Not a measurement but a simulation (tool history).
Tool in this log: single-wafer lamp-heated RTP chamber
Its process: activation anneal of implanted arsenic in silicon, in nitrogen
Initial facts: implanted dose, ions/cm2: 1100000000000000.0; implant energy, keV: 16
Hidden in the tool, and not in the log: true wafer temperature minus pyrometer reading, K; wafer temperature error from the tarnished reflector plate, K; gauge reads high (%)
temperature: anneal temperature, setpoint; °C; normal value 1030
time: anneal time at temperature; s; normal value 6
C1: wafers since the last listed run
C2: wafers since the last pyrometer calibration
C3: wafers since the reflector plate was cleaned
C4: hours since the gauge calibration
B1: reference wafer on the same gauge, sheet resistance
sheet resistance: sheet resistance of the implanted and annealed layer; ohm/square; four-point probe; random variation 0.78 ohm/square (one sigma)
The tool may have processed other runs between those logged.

Run 1, hour 0.0: usual settings; C1 0; C2 1113; C3 10304; C4 68.8; B1 121.15. Result: sheet resistance 132.96 ohm/square.
Run 2, hour 17.3: usual settings; C1 239; C2 1352; C3 10544; C4 86.1; B1 120.77. Result: sheet resistance 132.59 ohm/square.
Run 3, hour 29.5: usual settings; C1 168; C2 1521; C3 10712; C4 98.3; B1 121.04. Result: sheet resistance 132.24 ohm/square.
Run 4, hour 41.5: usual settings; C1 165; C2 1687; C3 10878; C4 110.3; B1 121.00. Result: sheet resistance 131.57 ohm/square.
Run 5, hour 53.4: usual settings; C1 164; C2 1851; C3 11043; C4 122.2; B1 120.69. Result: sheet resistance 131.57 ohm/square.
Run 6, hour 62.8: usual settings but temperature 1018 °C; C1 129; C2 1981; C3 11173; C4 131.6; B1 121.01. Result: sheet resistance 136.88 ohm/square.
Run 7, hour 71.0: usual settings but temperature 1018 °C; C1 113; C2 2095; C3 11286; C4 139.8; B1 121.03. Result: sheet resistance 135.49 ohm/square.
Run 8, hour 80.9: usual settings; C1 136; C2 2231; C3 11423; C4 149.7; B1 120.72. Result: sheet resistance 130.80 ohm/square.
Run 9, hour 97.6: usual settings; C1 230; C2 2462; C3 11654; C4 166.4; B1 120.72. Result: sheet resistance 129.54 ohm/square.
At hour 120.4: reflector plate cleaned.
Run 10, hour 120.9: usual settings; C1 211; C2 2674; C3 6; C4 189.7; B1 121.05. Result: sheet resistance 130.57 ohm/square.
Run 11, hour 121.2: usual settings but temperature 1015 °C, time 3 s; C1 4; C2 2678; C3 10; C4 190.0; B1 121.31. Result: sheet resistance 143.84 ohm/square.
Run 12, hour 128.4: usual settings but temperature 1039 °C, time 5 s; C1 99; C2 2778; C3 110; C4 197.2; B1 120.92. Result: sheet resistance 127.78 ohm/square.
At hour 142.0: pyrometer window cleaned and pyrometer calibrated.
Run 13, hour 159.9: usual settings but temperature 1009 °C, time 9 s; C1 324; C2 247; C3 435; C4 228.7; B1 120.71. Result: sheet resistance 137.36 ohm/square.
Run 14, hour 170.7: usual settings but temperature 1055 °C; C1 149; C2 396; C3 584; C4 239.5; B1 121.05. Result: sheet resistance 125.20 ohm/square.
Run 15, hour 181.1: usual settings; C1 143; C2 540; C3 728; C4 249.9; B1 121.25. Result: sheet resistance 133.31 ohm/square.
Run 16, hour 191.4: usual settings but temperature 1014 °C, time 3 s; C1 142; C2 682; C3 870; C4 260.2; B1 121.05. Result: sheet resistance 148.23 ohm/square.
Run 17, hour 207.9: usual settings; C1 228; C2 911; C3 1099; C4 276.7; B1 120.98. Result: sheet resistance 132.37 ohm/square.
At hour 222.8: gauge calibrated.
Run 18, hour 225.4: usual settings but temperature 1042 °C, time 5 s; C1 241; C2 1153; C3 1341; C4 2.6; B1 120.88. Result: sheet resistance 130.25 ohm/square.
Run 19, hour 268.7: usual settings but temperature 1019 °C; C1 598; C2 1751; C3 1939; C4 45.9; B1 120.95. Result: sheet resistance 135.12 ohm/square.
Run 20, hour 284.5: usual settings but temperature 1051 °C, time 9 s; C1 218; C2 1970; C3 2158; C4 61.7; B1 121.02. Result: sheet resistance 119.26 ohm/square.
Run 21, hour 294.7: usual settings but temperature 1009 °C, time 5 s; C1 141; C2 2111; C3 2299; C4 71.9; B1 120.94. Result: sheet resistance 141.48 ohm/square.

Take each entry between the runs: how does the hidden state at the last listed run before it differ from the hidden state at the first listed run after it?
From run 9 to run 10: reflector plate cleaned (hour 120.4)
  true wafer temperature minus pyrometer reading, K: 11.9 -> 13.2
  measured value less the no-hidden-state value, sheet resistance: -4.62 -> -5.18 ohm/square
From run 12 to run 13: pyrometer window cleaned and pyrometer calibrated (hour 142.0)
  true wafer temperature minus pyrometer reading, K: 13.6 -> 1.82
  measured value less the no-hidden-state value, sheet resistance: -4.91 -> -0.80 ohm/square
From run 17 to run 18: gauge calibrated (hour 222.8)
  true wafer temperature minus pyrometer reading, K: 4.56 -> 5.55
  measured value less the no-hidden-state value, sheet resistance: -1.81 -> -2.03 ohm/square

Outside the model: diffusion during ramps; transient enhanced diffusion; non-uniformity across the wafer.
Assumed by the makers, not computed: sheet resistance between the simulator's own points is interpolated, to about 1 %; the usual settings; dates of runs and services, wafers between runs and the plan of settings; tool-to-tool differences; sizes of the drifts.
